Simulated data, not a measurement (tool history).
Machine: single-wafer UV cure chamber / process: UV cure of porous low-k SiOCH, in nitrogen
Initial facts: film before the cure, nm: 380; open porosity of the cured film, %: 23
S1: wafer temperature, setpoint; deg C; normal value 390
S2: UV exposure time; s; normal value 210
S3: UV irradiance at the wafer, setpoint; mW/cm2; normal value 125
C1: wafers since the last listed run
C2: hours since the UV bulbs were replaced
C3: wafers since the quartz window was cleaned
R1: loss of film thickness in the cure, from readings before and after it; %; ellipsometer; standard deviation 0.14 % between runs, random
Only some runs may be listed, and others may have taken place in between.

{"run": 1, "day": 0.0, "S1": 390, "S2": 210, "S3": 125, "C1": 0, "C2": 2603.4, "C3": 3128, "R1": 9.949}
{"run": 2, "day": 2.308, "S1": 390, "S2": 210, "S3": 125, "C1": 484, "C2": 2658.8, "C3": 3613, "R1": 9.684}
{"day": 3.488, "done": "quartz window cleaned"}
{"run": 3, "day": 7.271, "S1": 390, "S2": 210, "S3": 125, "C1": 972, "C2": 2777.9, "C3": 794, "R1": 10.176}
{"run": 4, "day": 9.154, "S1": 390, "S2": 210, "S3": 125, "C1": 395, "C2": 2823.1, "C3": 1190, "R1": 9.991}
{"run": 5, "day": 10.904, "S1": 401, "S2": 210, "S3": 125, "C1": 367, "C2": 2865.1, "C3": 1557, "R1": 9.952}
{"run": 6, "day": 15.625, "S1": 401, "S2": 210, "S3": 125, "C1": 991, "C2": 2978.4, "C3": 2548, "R1": 9.79}
{"run": 7, "day": 18.212, "S1": 401, "S2": 210, "S3": 125, "C1": 543, "C2": 3040.5, "C3": 3092, "R1": 9.303}
{"day": 19.888, "done": "UV bulbs replaced"}
{"run": 8, "day": 20.758, "S1": 377, "S2": 165, "S3": 125, "C1": 464, "C2": 20.9, "C3": 3556, "R1": 10.008}
{"run": 9, "day": 22.629, "S1": 377, "S2": 165, "S3": 125, "C1": 392, "C2": 65.8, "C3": 3949, "R1": 10.051}
{"run": 10, "day": 24.733, "S1": 377, "S2": 165, "S3": 125, "C1": 441, "C2": 116.3, "C3": 4391, "R1": 9.902}
{"day": 25.521, "done": "quartz window cleaned"}
{"run": 11, "day": 26.438, "S1": 384, "S2": 210, "S3": 103, "C1": 287, "C2": 157.2, "C3": 192, "R1": 10.997}
{"run": 12, "day": 29.4, "S1": 390, "S2": 210, "S3": 125, "C1": 622, "C2": 228.3, "C3": 814, "R1": 12.101}
{"run": 13, "day": 30.946, "S1": 407, "S2": 325, "S3": 94, "C1": 324, "C2": 265.4, "C3": 1138, "R1": 13.083}
{"run": 14, "day": 33.35, "S1": 378, "S2": 310, "S3": 135, "C1": 504, "C2": 323.1, "C3": 1643, "R1": 14.228}
{"run": 15, "day": 35.708, "S1": 404, "S2": 210, "S3": 112, "C1": 495, "C2": 379.7, "C3": 2138, "R1": 11.636}
{"run": 16, "day": 38.646, "S1": 390, "S2": 210, "S3": 125, "C1": 616, "C2": 450.2, "C3": 2755, "R1": 11.757}
{"run": 17, "day": 41.633, "S1": 379, "S2": 250, "S3": 100, "C1": 627, "C2": 521.9, "C3": 3383, "R1": 11.203}
{"run": 18, "day": 43.238, "S1": 376, "S2": 315, "S3": 96, "C1": 336, "C2": 560.4, "C3": 3719, "R1": 11.861}
{"run": 19, "day": 44.308, "S1": 390, "S2": 210, "S3": 125, "C1": 224, "C2": 586.1, "C3": 3944, "R1": 11.451}
{"day": 46.767, "done": "quartz window cleaned"}
{"run": 20, "day": 53.071, "S1": 390, "S2": 210, "S3": 146, "C1": 1770, "C2": 796.4, "C3": 1323, "R1": 12.558}

What if the next run were any one of these 4? Each begins from the tool's condition after run 20:
{"run": "A", "day": 53.092, "S1": 400, "S2": 210, "S3": 125, "C1": 4, "C2": 796.9, "C3": 1328, "R1": "?"}
{"run": "B", "day": 53.092, "S1": 373, "S2": 300, "S3": 105, "C1": 4, "C2": 796.9, "C3": 1328, "R1": "?"}
{"run": "C", "day": 53.092, "S1": 380, "S2": 210, "S3": 125, "C1": 4, "C2": 796.9, "C3": 1328, "R1": "?"}
{"run": "D", "day": 53.092, "S1": 383, "S2": 295, "S3": 125, "C1": 4, "C2": 796.9, "C3": 1328, "R1": "?"}

run=A R1=11.969
run=B R1=12.311
run=C R1=11.607
run=D R1=13.237
Without the tool's unlogged condition, the same runs would have read:
run=A R1=12.388
run=B R1=12.733
run=C R1=12.023
run=D R1=13.666
